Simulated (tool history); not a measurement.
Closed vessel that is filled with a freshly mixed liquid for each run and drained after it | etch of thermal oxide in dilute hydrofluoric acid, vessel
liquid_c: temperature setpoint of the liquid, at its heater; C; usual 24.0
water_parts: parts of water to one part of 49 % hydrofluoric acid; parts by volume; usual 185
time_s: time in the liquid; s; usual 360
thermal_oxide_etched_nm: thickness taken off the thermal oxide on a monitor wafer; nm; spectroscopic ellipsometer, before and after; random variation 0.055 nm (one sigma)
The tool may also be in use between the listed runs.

run,hour,liquid_c,water_parts,time_s,"read-back film thickness of the thermal oxide reference wafer, read on the same gauge (nm)",thermal_oxide_etched_nm
1,0.0,24.0,185,360,101.83,8.82
2,37.5,24.0,185,360,101.99,8.62
# hour 46.1: thermometer replaced
3,138.3,24.0,160,360,102.39,10.28
4,211.6,24.0,160,360,102.71,10.38
# hour 278.5: gauge calibrated
5,278.7,24.0,160,360,99.68,10.05
6,328.7,24.0,185,360,99.88,8.49
7,388.6,24.0,185,360,100.11,8.61
8,435.7,24.0,185,360,100.31,8.54
9,521.7,24.0,205,440,100.68,9.24
10,592.1,24.0,205,440,100.95,9.30
11,635.0,24.0,185,360,101.11,8.55
12,713.0,21.5,185,360,101.42,7.90
13,770.5,21.5,185,360,101.64,7.92
14,840.6,25.0,185,360,101.94,8.97
# hour 924.6: hydrofluoric acid flow meter replaced
15,929.1,24.0,185,360,102.30,8.76
16,971.2,24.0,185,360,102.45,8.73
17,1038.5,26.0,185,165,102.71,4.34
# hour 1066.3: gauge calibrated
# hour 1067.1: thermometer replaced
18,1137.4,24.0,185,360,100.10,8.61
19,1207.7,24.0,185,565,100.39,13.52
20,1250.2,20.5,185,360,100.54,7.58
21,1289.0,24.0,185,360,100.69,8.64
22,1327.9,20.0,105,190,100.88,7.40
23,1399.4,27.0,185,430,101.15,11.58
24,1463.7,28.0,185,360,101.40,10.02
25,1516.8,27.5,185,360,101.61,9.86
26,1610.7,28.5,185,360,101.99,10.14
27,1705.1,26.0,160,295,102.37,9.11
28,1764.3,24.0,185,360,102.61,8.84

Forecast each of these 3 alternatives for the next run:
A,1765.0,24.0,185,305,?,?
B,1765.0,24.0,250,440,?,?
C,1765.0,24.0,95,360,?,?

run,"read-back film thickness of the thermal oxide reference wafer, read on the same gauge (nm)",thermal_oxide_etched_nm
A,102.61,7.41
B,102.61,7.39
C,102.61,18.92
Without the tool's hidden state the same runs would have given:
run,thermal_oxide_etched_nm
A,7.22
B,7.20
C,18.44
